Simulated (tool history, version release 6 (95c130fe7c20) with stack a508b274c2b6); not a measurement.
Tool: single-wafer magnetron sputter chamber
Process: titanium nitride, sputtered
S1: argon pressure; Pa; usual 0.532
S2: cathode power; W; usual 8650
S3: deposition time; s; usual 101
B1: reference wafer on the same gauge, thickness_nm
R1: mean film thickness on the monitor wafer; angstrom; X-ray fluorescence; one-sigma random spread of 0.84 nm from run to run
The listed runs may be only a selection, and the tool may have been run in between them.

run    hour     S1     S2   S3       B1       R1
  1       0  0.532   8650   91  145.206  1335.73
  2    76.8  0.532   8650   91  145.027  1360.32
  3   150.7  0.532   8650   91  144.781  1339.62
  4   194.2  0.532   8650  101  144.939  1504.56
  5   298.8  0.532   8650  101  144.904  1512.97
  6   351.5  0.681   7600  101  145.119  1244.95
  7   453.8  0.681   7600  101  145.304  1242.72
  8   526.5  0.395   8650  101    144.7  1560.36
  9   610.4  0.532   8650  101  145.064  1502.55
      664.1  -- sputter target and shields replaced
 10   696.1  0.532   8650  101  145.263  1507.93
 11   771.6  0.532   8650  101   145.18  1493.97
      842.9  -- gauge calibrated
 12   858.5  0.426   8650  101  144.784  1547.13
 13   983.7  0.426   8650  101  144.668  1547.84
 14  1063.8  0.532   9400  107  144.867  1728.41
 15  1115.8  0.461   8650  101  144.661  1530.24
     1153.9  -- magnet pack replaced
 16    1182  0.628   8650   95  144.612   1353.5
 17  1223.6  0.532   6800  101  145.021  1187.92
 18  1317.2  0.664   7950  101  145.157  1317.79
     1358.6  -- sputter target and shields replaced
 19  1407.3  0.532   8650  101  144.934  1497.58
 20  1496.6  0.532   6700   84  144.889   955.97
     1540.4  -- capacitance manometer re-zeroed and calibrated
 21  1540.9  0.532   8650  101  145.306   1471.8
 22  1637.2  0.677   8650  101  145.005   1421.6
 23  1685.8  0.532   8650  101  145.045  1480.73
 24  1766.2  0.532   8650   91  144.852  1343.67
 25  1845.4  0.532  10500  101  144.929  1818.77
 26  1942.9  0.532   9800  101  144.993  1683.77

What if the next run were any one of these 4? Each begins from the tool's condition after run 26:
  A  1943.3  0.532   8650  101   ?   ?
  B  1943.3  0.678   7750  116   ?   ?
  C  1943.3  0.532  10300   83   ?   ?
  D  1943.3  0.691   8650  101   ?   ?

run       B1       R1
  A  144.635  1507.27
  B  144.635  1477.71
  C  144.635  1474.92
  D  144.635  1429.92
Without the tool's unlogged condition, the same runs would have read:
run       R1
  A  1507.27
  B  1477.71
  C  1474.92
  D  1429.92

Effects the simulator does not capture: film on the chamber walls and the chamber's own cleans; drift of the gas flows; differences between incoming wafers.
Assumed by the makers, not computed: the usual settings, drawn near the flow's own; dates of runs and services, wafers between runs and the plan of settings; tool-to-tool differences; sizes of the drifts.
